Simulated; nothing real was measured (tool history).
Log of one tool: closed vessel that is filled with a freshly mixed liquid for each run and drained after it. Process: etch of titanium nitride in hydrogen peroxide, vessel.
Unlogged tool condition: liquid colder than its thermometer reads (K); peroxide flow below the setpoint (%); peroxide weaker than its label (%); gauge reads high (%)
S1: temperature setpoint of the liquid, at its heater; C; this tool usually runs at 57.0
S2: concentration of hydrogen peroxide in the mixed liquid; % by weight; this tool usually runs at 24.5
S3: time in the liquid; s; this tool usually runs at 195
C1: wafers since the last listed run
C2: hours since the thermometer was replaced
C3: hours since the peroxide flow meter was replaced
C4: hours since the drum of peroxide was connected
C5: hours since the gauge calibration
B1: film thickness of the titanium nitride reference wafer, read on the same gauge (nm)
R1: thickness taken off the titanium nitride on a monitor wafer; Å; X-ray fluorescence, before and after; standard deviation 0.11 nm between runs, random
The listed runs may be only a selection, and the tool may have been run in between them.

run   hour    S1    S2   S3    C1      C2      C3     C4     C5      B1     R1
  1    0.0  50.0  24.5  110     0  2114.5   776.4  320.6  357.1  149.99   57.7
      31.1  -- thermometer replaced
  2   78.0  50.0  24.5  110  4718    46.9   854.4  398.6  435.1  150.01   57.0
  3  112.6  57.0  18.5  195  2120    81.5   889.0  433.2  469.7  149.93  154.9
  4  131.3  57.0  24.5  195  1145   100.2   907.7  451.9  488.4  149.98  167.7
  5  164.1  57.0  24.5  195  2009   133.0   940.5  484.7  521.2  150.02  166.9
     174.3  -- new drum of peroxide connected
  6  183.9  57.0  24.5  195  1152   152.8   960.3    9.6  541.0  149.99  167.1
  7  198.0  57.0  24.5  195   864   166.9   974.4   23.7  555.1  150.00  165.6
  8  212.3  57.0  24.5  195   876   181.2   988.7   38.0  569.4  149.97  167.0
  9  241.8  57.0  24.5  195  1807   210.7  1018.2   67.5  598.9  150.01  166.9
     247.2  -- gauge calibrated
 10  269.4  60.0  24.5  295  1691   238.3  1045.8   95.1   22.2  150.02  309.9
 11  303.1  66.0  30.0  285  2065   272.0  1079.5  128.8   55.9  149.97  465.3
 12  337.7  57.0  30.0  255  2120   306.6  1114.1  163.4   90.5  150.00  229.7
 13  372.2  54.5  30.0  305  2114   341.1  1148.6  197.9  125.0  150.02  228.9
 14  407.7  57.0  24.5  195  2175   376.6  1184.1  233.4  160.5  150.04  165.4
 15  427.0  60.0  20.0  105  1182   395.9  1203.4  252.7  179.8  150.02  104.0
 16  443.2  57.0  30.0  260   992   412.1  1219.6  268.9  196.0  150.02  230.8
 17  480.7  57.0  24.5   85  2297   449.6  1257.1  306.4  233.5  150.03   71.9
     493.0  -- peroxide flow meter replaced
 18  506.3  57.0  24.5  195  1507   475.2    13.3  332.0  259.1  150.02  169.8
 19  521.5  57.0  29.5  195   931   490.4    28.5  347.2  274.3  150.02  177.9
 20  541.8  66.0  20.5  105  1243   510.7    48.8  367.5  294.6  149.98  163.2
 21  574.8  65.0  24.5  195  2022   543.7    81.8  400.5  327.6  150.00  292.7
 22  600.6  52.5  19.0   85  1580   569.5   107.6  426.3  353.4  150.00   51.6
 23  616.0  53.0  19.0  130   943   584.9   123.0  441.7  368.8  150.06   82.0
 24  636.3  57.0  24.5  195  1243   605.2   143.3  462.0  389.1  150.01  170.7
 25  653.4  57.0  24.5  195  1047   622.3   160.4  479.1  406.2  150.03  170.2
 26  680.7  54.0  19.0  285  1672   649.6   187.7  506.4  433.5  150.02  190.0
 27  703.1  57.0  24.5  195  1372   672.0   210.1  528.8  455.9  149.95  170.4
     708.8  -- new drum of peroxide connected
 28  735.8  57.0  24.5  195  1942   704.7   242.8   27.0  488.6  150.00  167.5

List, for all runs, the conditions of the tool that the log does not record:
liquid colder than its thermometer reads (K): 0, the same for each run
peroxide weaker than its label (%): 0, the same for each run
gauge reads high (%): 0, the same for each run
H1: peroxide flow below the setpoint (%)
run    H1
  1  10.5
  2  11.4
  3  11.8
  4    12
  5  12.3
  6  12.5
  7  12.7
  8  12.8
  9  13.2
 10  13.5
 11  13.8
 12  14.2
 13  14.6
 14    15
 15  15.2
 16  15.3
 17  15.7
 18  3.81
 19  3.98
 20   4.2
 21  4.55
 22  4.83
 23     5
 24  5.22
 25   5.4
 26   5.7
 27  5.94
 28   6.3
